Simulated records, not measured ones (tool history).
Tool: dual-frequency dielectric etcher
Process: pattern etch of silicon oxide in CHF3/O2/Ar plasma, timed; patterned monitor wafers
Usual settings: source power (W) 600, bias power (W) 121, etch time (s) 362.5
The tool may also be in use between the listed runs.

run,day,source power (W),bias power (W),etch time (s),"read-back reference wafer on the same gauge, depth_nm",mean etch depth across the wafer (nm)
1,0.000,600,121,362.5,601.8,608.3
2,0.296,540,121,362.5,602.0,588.4
3,0.571,600,121,362.5,602.1,607.6
4,1.021,600,121,362.5,602.0,606.6
5,1.325,600,121,362.5,602.2,606.8
6,1.971,600,103,362.5,601.9,587.0
7,2.571,600,121,362.5,602.0,607.0
8,3.033,600,121,362.5,602.0,606.2
# day 4.400: upper electrode replaced
9,4.421,600,121,332.0,601.6,555.0
10,4.438,600,121,362.5,602.0,604.3
11,4.458,600,121,362.5,602.1,604.5
# day 5.033: bias power generator calibrated
# day 5.567: wet clean of the chamber
12,5.588,600,121,362.5,602.1,615.4
13,5.604,600,121,362.5,601.9,615.3
14,5.621,600,121,362.5,602.1,613.8
15,6.242,600,121,362.5,601.9,614.5

Run 16 comes next. What will it give?
# day 7.792: source power generator calibrated
16,7.812,660,110,317.0,?,?

Run 16 gave read-back reference wafer on the same gauge, depth_nm 602.2, mean etch depth across the wafer (nm) 541.8.
Without the tool's hidden state the same run would have given mean etch depth across the wafer (nm) 544.3.
